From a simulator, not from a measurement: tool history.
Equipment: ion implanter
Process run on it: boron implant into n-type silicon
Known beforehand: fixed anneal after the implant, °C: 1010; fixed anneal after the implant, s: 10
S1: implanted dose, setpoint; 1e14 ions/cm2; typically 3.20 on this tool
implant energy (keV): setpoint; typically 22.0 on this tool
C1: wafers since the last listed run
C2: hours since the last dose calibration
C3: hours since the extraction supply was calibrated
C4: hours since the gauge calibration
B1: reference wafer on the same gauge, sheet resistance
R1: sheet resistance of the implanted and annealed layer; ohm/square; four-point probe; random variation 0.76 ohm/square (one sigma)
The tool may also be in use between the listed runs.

{"run": 1, "hour": 0.0, "S1": 3.2, "implant energy (keV)": 22.0, "C1": 0, "C2": 1492.2, "C3": 6999.7, "C4": 199.3, "B1": 222.1, "R1": 255.52}
{"run": 2, "hour": 56.7, "S1": 3.93, "implant energy (keV)": 20.5, "C1": 998, "C2": 1548.9, "C3": 7056.4, "C4": 256.0, "B1": 221.94, "R1": 219.69}
{"run": 3, "hour": 115.7, "S1": 3.93, "implant energy (keV)": 20.5, "C1": 1038, "C2": 1607.9, "C3": 7115.4, "C4": 315.0, "B1": 221.9, "R1": 218.84}
{"run": 4, "hour": 168.3, "S1": 3.93, "implant energy (keV)": 20.5, "C1": 926, "C2": 1660.5, "C3": 7168.0, "C4": 367.6, "B1": 222.04, "R1": 217.07}
{"run": 5, "hour": 230.7, "S1": 3.2, "implant energy (keV)": 22.0, "C1": 1098, "C2": 1722.9, "C3": 7230.4, "C4": 430.0, "B1": 221.98, "R1": 254.54}
{"run": 6, "hour": 281.3, "S1": 3.2, "implant energy (keV)": 22.0, "C1": 890, "C2": 1773.5, "C3": 7281.0, "C4": 480.6, "B1": 221.95, "R1": 253.42}
{"run": 7, "hour": 318.1, "S1": 3.2, "implant energy (keV)": 22.0, "C1": 647, "C2": 1810.3, "C3": 7317.8, "C4": 517.4, "B1": 222.31, "R1": 253.88}
{"hour": 335.0, "done": "Faraday cup replaced and dose calibrated"}
{"run": 8, "hour": 377.6, "S1": 3.2, "implant energy (keV)": 22.0, "C1": 906, "C2": 42.6, "C3": 7377.3, "C4": 576.9, "B1": 221.82, "R1": 261.2}
{"run": 9, "hour": 421.8, "S1": 3.52, "implant energy (keV)": 15.5, "C1": 778, "C2": 86.8, "C3": 7421.5, "C4": 621.1, "B1": 222.13, "R1": 250.14}
{"run": 10, "hour": 458.3, "S1": 4.11, "implant energy (keV)": 15.5, "C1": 642, "C2": 123.3, "C3": 7458.0, "C4": 657.6, "B1": 221.68, "R1": 221.73}
{"run": 11, "hour": 484.4, "S1": 3.86, "implant energy (keV)": 24.5, "C1": 459, "C2": 149.4, "C3": 7484.1, "C4": 683.7, "B1": 222.03, "R1": 221.44}
{"hour": 508.6, "done": "gauge calibrated"}
{"run": 12, "hour": 522.7, "S1": 3.2, "implant energy (keV)": 22.0, "C1": 674, "C2": 187.7, "C3": 7522.4, "C4": 14.1, "B1": 221.99, "R1": 260.53}
{"run": 13, "hour": 550.3, "S1": 2.73, "implant energy (keV)": 22.0, "C1": 485, "C2": 215.3, "C3": 7550.0, "C4": 41.7, "B1": 222.04, "R1": 296.5}
{"hour": 566.6, "done": "extraction supply calibrated"}
{"run": 14, "hour": 575.0, "S1": 3.2, "implant energy (keV)": 22.0, "C1": 294, "C2": 240.0, "C3": 8.4, "C4": 66.4, "B1": 222.13, "R1": 259.19}
{"run": 15, "hour": 618.8, "S1": 4.15, "implant energy (keV)": 28.0, "C1": 771, "C2": 283.8, "C3": 52.2, "C4": 110.2, "B1": 222.15, "R1": 207.1}
{"run": 16, "hour": 683.2, "S1": 4.13, "implant energy (keV)": 27.5, "C1": 1133, "C2": 348.2, "C3": 116.6, "C4": 174.6, "B1": 222.2, "R1": 208.33}
{"run": 17, "hour": 736.4, "S1": 3.2, "implant energy (keV)": 22.0, "C1": 936, "C2": 401.4, "C3": 169.8, "C4": 227.8, "B1": 221.66, "R1": 259.97}

Here are 3 independent what-if runs from the current tool condition. What would each one return?
{"run": "A", "hour": 736.8, "S1": 3.2, "implant energy (keV)": 22.0, "C1": 7, "C2": 401.8, "C3": 170.2, "C4": 228.2, "B1": "?", "R1": "?"}
{"run": "B", "hour": 736.8, "S1": 2.48, "implant energy (keV)": 17.0, "C1": 7, "C2": 401.8, "C3": 170.2, "C4": 228.2, "B1": "?", "R1": "?"}
{"run": "C", "hour": 736.8, "S1": 3.7, "implant energy (keV)": 15.0, "C1": 7, "C2": 401.8, "C3": 170.2, "C4": 228.2, "B1": "?", "R1": "?"}

run=A B1=221.98 R1=261.36
run=B B1=221.98 R1=329.54
run=C B1=221.98 R1=241.74
Take away the tool's hidden state, keep each run's random variation, and the runs would have read:
run=A R1=261.61
run=B R1=329.86
run=C R1=241.97

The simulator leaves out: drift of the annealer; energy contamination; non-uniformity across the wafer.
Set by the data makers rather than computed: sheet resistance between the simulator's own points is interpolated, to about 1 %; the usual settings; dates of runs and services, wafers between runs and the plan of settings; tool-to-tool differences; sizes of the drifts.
